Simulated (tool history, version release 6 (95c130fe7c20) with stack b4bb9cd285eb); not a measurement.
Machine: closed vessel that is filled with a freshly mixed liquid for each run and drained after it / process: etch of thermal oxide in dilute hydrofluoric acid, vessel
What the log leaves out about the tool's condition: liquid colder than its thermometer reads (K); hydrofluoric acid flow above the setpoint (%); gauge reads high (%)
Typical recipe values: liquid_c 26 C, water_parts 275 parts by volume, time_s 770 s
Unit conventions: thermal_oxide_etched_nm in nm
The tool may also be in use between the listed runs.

run    hour  liquid_c  water_parts  time_s  wafers since the last listed run  hours since the thermometer was replaced  hours since the hydrofluoric acid flow meter was replaced  hours since the gauge calibration  read-back film thickness of the thermal oxide reference wafer, read on the same gauge (nm)  thermal_oxide_etched_nm
  1       0        26          275     770                                 0                                     495.6                                                       45.5                              578.5                                                                                         120                    10.84
  2    52.9        26          275     770                              2849                                     548.5                                                       98.4                              631.4                                                                                      119.98                    11.01
  3   100.1        26          275     770                              2542                                     595.7                                                      145.6                              678.6                                                                                         120                    10.91
  4   149.7      23.5          275     770                              2671                                     645.3                                                      195.2                              728.2                                                                                      120.01                     9.83
  5   233.8      23.5          275     770                              4529                                     729.4                                                      279.3                              812.3                                                                                      120.03                     9.84
  6   272.6      23.5          275     770                              2089                                     768.2                                                      318.1                              851.1                                                                                         120                     9.94
  7     338        26          275     475                              3522                                     833.6                                                      383.5                              916.5                                                                                      119.97                     6.68
  8   381.1        26          275     475                              2321                                     876.7                                                      426.6                              959.6                                                                                      119.98                     6.61
  9   469.6        26          275     770                              4766                                     965.2                                                      515.1                             1048.1                                                                                      120.04                    10.74
      526.2  -- thermometer replaced
 10   544.9        26          275     770                              4001                                      18.7                                                      590.4                             1123.4                                                                                      119.98                    10.94
 11     599        26          275     770                              2913                                      72.8                                                      644.5                             1177.5                                                                                      120.02                     10.9
 12   674.8        26          275     470                              4082                                     148.6                                                      720.3                             1253.3                                                                                      120.02                     6.71
 13   749.3        26          220    1050                              4012                                     223.1                                                      794.8                             1327.8                                                                                      119.99                    19.69
 14   789.1        26          220    1050                              2143                                     262.9                                                      834.6                             1367.6                                                                                         120                    19.45
      812.7  -- gauge calibrated
 15   829.6        26          220    1050                              2181                                     303.4                                                      875.1                               16.9                                                                                      120.04                    19.66
      889.7  -- hydrofluoric acid flow meter replaced
 16   915.1        29          275     770                              4550                                     388.9                                                       25.4                              102.4                                                                                         120                    11.92
 17   963.9      23.5          220     985                              2628                                     437.7                                                       74.2                              151.2                                                                                      119.98                    16.93
 18  1062.3        29          370     575                              5299                                     536.1                                                      172.6                              249.6                                                                                      120.01                     6.04
 19  1136.9      27.5          220     770                              4017                                     610.7                                                      247.2                              324.2                                                                                      120.02                    15.08
 20  1214.9        23          385     575                              4200                                     688.7                                                      325.2                              402.2                                                                                      120.07                     4.73
 21  1291.1        26          275     770                              4103                                     764.9                                                      401.4                              478.4                                                                                      119.97                    10.81
 22  1327.4      24.5          175     360                              1955                                     801.2                                                      437.7                              514.7                                                                                         120                     8.25
 23    1375        26          275     770                              2563                                     848.8                                                      485.3                              562.3                                                                                      119.98                    10.63
 24  1444.6        26          275     770                              3748                                     918.4                                                      554.9                              631.9                                                                                      119.96                    10.63
       1526  -- thermometer replaced
 25  1532.2      27.5          175     890                              4664                                       6.2                                                      642.5                              719.5                                                                                      119.98                    23.81
 26  1587.1        28          385    1055                              2956                                      61.1                                                      697.4                              774.4                                                                                      119.99                    10.21
 27  1671.9      28.5          390     770                              4567                                     145.9                                                      782.2                              859.2                                                                                      119.99                     7.46
 28    1771        26          275     770                              5337                                       245                                                      881.3                              958.3                                                                                      120.04                    10.89
     1803.2  -- hydrofluoric acid flow meter replaced
 29  1880.6        26          275     770                              5848                                     354.6                                                       77.4                             1067.9                                                                                         120                    10.76
 30  1973.4      28.5          275     770                              4998                                     447.4                                                      170.2                             1160.7                                                                                      119.99                    11.88
 31  2049.3      28.5          320     465                              4087                                     523.3                                                      246.1                             1236.6                                                                                      119.99                     5.86
 32  2215.5        26          275     770                              8951                                     689.5                                                      412.3                             1402.8                                                                                      120.04                    10.65

Predict each of these 5 candidate next runs independently; none follows another, all start after run 32:
  A  2216.4        26          220     770                                48                                     690.4                                                      413.2                             1403.7                                                                                           ?                        ?
  B  2216.4        23          275     395                                48                                     690.4                                                      413.2                             1403.7                                                                                           ?                        ?
  C  2216.4      23.5          335    1090                                48                                     690.4                                                      413.2                             1403.7                                                                                           ?                        ?
  D  2216.4        26          145     770                                48                                     690.4                                                      413.2                             1403.7                                                                                           ?                        ?
  E  2216.4        26          275     610                                48                                     690.4                                                      413.2                             1403.7                                                                                           ?                        ?

run  read-back film thickness of the thermal oxide reference wafer, read on the same gauge (nm)  thermal_oxide_etched_nm
  A                                                                                      120.03                    14.32
  B                                                                                      120.03                     4.99
  C                                                                                      120.03                    10.87
  D                                                                                      120.03                    23.64
  E                                                                                      120.03                     8.56
Stripped of hidden state, with their random variation kept, the same runs would have yielded:
run  thermal_oxide_etched_nm
  A                    14.73
  B                     5.13
  C                    11.17
  D                    24.36
  E                      8.8
